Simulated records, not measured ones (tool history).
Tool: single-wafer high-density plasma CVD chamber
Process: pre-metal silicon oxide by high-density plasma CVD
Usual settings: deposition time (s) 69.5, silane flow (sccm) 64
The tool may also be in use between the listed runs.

| run | hour | deposition time (s) | silane flow (sccm) | read-back reference wafer on the same gauge, thickness_nm | mean film thickness on the monitor wafer (angstrom) |
|---|---|---|---|---|---|
| 1 | 0.0 | 69.5 | 61 | 431.835 | 4605.81 |
| 2 | 51.4 | 69.5 | 61 | 432.138 | 4590.65 |
| 3 | 94.8 | 69.5 | 61 | 431.893 | 4560.87 |
| 4 | 125.9 | 69.5 | 64 | 431.962 | 4835.04 |
| 5 | 187.1 | 69.5 | 64 | 432.124 | 4832.33 |
| 6 | 263.5 | 69.5 | 64 | 432.056 | 4834.47 |
| 7 | 333.1 | 69.5 | 64 | 431.953 | 4802.04 |
| 8 | 386.6 | 69.5 | 64 | 432.207 | 4836.36 |
| 9 | 425.5 | 69.5 | 64 | 431.986 | 4814.41 |
| 10 | 482.3 | 69.5 | 64 | 431.975 | 4827.90 |
| 11 | 516.5 | 77.2 | 58 | 432.005 | 4884.65 |
| 12 | 561.5 | 77.2 | 58 | 432.187 | 4868.30 |
|  | 704.0 | gauge calibrated |
| 13 | 740.3 | 77.2 | 58 | 432.172 | 4868.48 |
| 14 | 774.9 | 65.7 | 59 | 431.947 | 4210.08 |
| 15 | 828.1 | 58.3 | 59 | 432.214 | 3734.57 |
| 16 | 897.8 | 69.5 | 64 | 432.020 | 4831.18 |
| 17 | 942.9 | 69.5 | 64 | 431.924 | 4839.21 |
| 18 | 984.5 | 69.5 | 64 | 431.864 | 4843.61 |
| 19 | 1036.7 | 75.3 | 71 | 431.761 | 5820.95 |
| 20 | 1102.7 | 59.2 | 57 | 431.813 | 3673.72 |
|  | 1125.1 | silane flow controller replaced |
| 21 | 1159.0 | 69.5 | 52 | 431.857 | 3699.81 |
| 22 | 1214.2 | 69.5 | 73 | 432.200 | 5219.40 |
| 23 | 1262.5 | 82.2 | 64 | 431.806 | 5392.61 |
| 24 | 1402.5 | 69.5 | 57 | 432.061 | 4141.07 |
| 25 | 1473.0 | 69.5 | 64 | 431.905 | 4635.22 |
| 26 | 1526.8 | 57.1 | 56 | 432.115 | 3332.80 |
| 27 | 1567.5 | 65.7 | 64 | 431.868 | 4390.49 |

Forecast each of these 5 alternatives for the next run:
| A | 1567.9 | 69.5 | 64 | ? | ? |
| B | 1567.9 | 57.5 | 64 | ? | ? |
| C | 1567.9 | 81.4 | 59 | ? | ? |
| D | 1567.9 | 62.7 | 64 | ? | ? |
| E | 1567.9 | 78.4 | 72 | ? | ? |

| run | read-back reference wafer on the same gauge, thickness_nm | mean film thickness on the monitor wafer (angstrom) |
|---|---|---|
| A | 431.911 | 4632.73 |
| B | 431.911 | 3832.84 |
| C | 431.911 | 5002.06 |
| D | 431.911 | 4179.46 |
| E | 431.911 | 5879.24 |
Without the tool's hidden state the same runs would have given:
| run | mean film thickness on the monitor wafer (angstrom) |
|---|---|
| A | 4529.52 |
| B | 3747.45 |
| C | 4890.62 |
| D | 4086.35 |
| E | 5748.26 |

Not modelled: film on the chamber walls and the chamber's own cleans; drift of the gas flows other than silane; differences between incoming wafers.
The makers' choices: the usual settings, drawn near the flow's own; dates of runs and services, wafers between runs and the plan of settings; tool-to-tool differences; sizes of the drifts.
